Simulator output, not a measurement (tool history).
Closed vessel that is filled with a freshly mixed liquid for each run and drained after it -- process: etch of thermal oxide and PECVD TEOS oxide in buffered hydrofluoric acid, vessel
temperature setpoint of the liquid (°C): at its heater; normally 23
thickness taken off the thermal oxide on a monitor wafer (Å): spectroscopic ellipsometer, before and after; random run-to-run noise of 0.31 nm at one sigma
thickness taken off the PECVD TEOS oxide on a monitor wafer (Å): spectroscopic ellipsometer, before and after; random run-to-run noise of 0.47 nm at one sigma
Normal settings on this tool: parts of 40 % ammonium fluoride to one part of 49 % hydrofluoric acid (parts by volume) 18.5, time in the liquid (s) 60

run	hour	temperature setpoint of the liquid (°C)	parts of 40 % ammonium fluoride to one part of 49 % hydrofluoric acid (parts by volume)	time in the liquid (s)	read-back film thickness of the thermal oxide reference wafer, read on the same gauge (nm)	read-back film thickness of the PECVD TEOS oxide reference wafer, read on the same gauge (nm)	thickness taken off the thermal oxide on a monitor wafer (Å)	thickness taken off the PECVD TEOS oxide on a monitor wafer (Å)
1	0	23	18.5	60	30	110.01	424.1	648.1
2	32.7	23	18.5	60	30.01	109.98	427.6	649.7
3	66.8	23	18.5	60	29.99	110.01	426.9	648.8
4	87.8	23	18.5	60	30	110	421.6	664.1
# hour 142: gauge calibrated
# hour 154.1: thermometer replaced
5	158	23	18.5	60	30.01	110	369.5	560.4
6	178.4	21.5	18.5	60	29.99	110.01	337.8	512
7	212	21.5	18.5	60	30	109.99	341.4	520.3
8	224.6	20.5	23	50	30.02	110.01	224.2	346
9	240	23	18.5	60	30	109.99	369.6	569.6
# hour 252.6: hydrofluoric acid flow meter replaced
10	275.5	25	18.5	90	30	110.01	619.7	952.7
11	289.5	23	18.5	60	29.99	110	374.6	572
12	320.5	21	23	60	30	110	281.4	426.5
13	337.4	23	25.5	75	30	110.02	374.9	563
14	352	19.5	13.5	45	30.03	110.02	317.7	478.3

Below are 5 alternative next runs, each starting from the tool's condition after run 14. Predict each:
A	352.7	23	18.5	60	?	?	?	?
B	352.7	23	12	30	?	?	?	?
C	352.7	23	18.5	45	?	?	?	?
D	352.7	21	15.5	60	?	?	?	?
E	352.7	26.5	14.5	30	?	?	?	?

run	read-back film thickness of the thermal oxide reference wafer, read on the same gauge (nm)	read-back film thickness of the PECVD TEOS oxide reference wafer, read on the same gauge (nm)	thickness taken off the thermal oxide on a monitor wafer (Å)	thickness taken off the PECVD TEOS oxide on a monitor wafer (Å)
A	30	110.01	372.7	574.5
B	30	110.01	285.1	439.5
C	30	110.01	279.5	430.9
D	30	110.01	397.3	612.4
E	30	110.01	286.3	441.3
Had the tool no hidden state, the same runs would have come out as:
run	thickness taken off the thermal oxide on a monitor wafer (Å)	thickness taken off the PECVD TEOS oxide on a monitor wafer (Å)
A	362.6	558.9
B	277.4	427.6
C	271.9	419.2
D	386.4	595.6
E	278.7	429.6
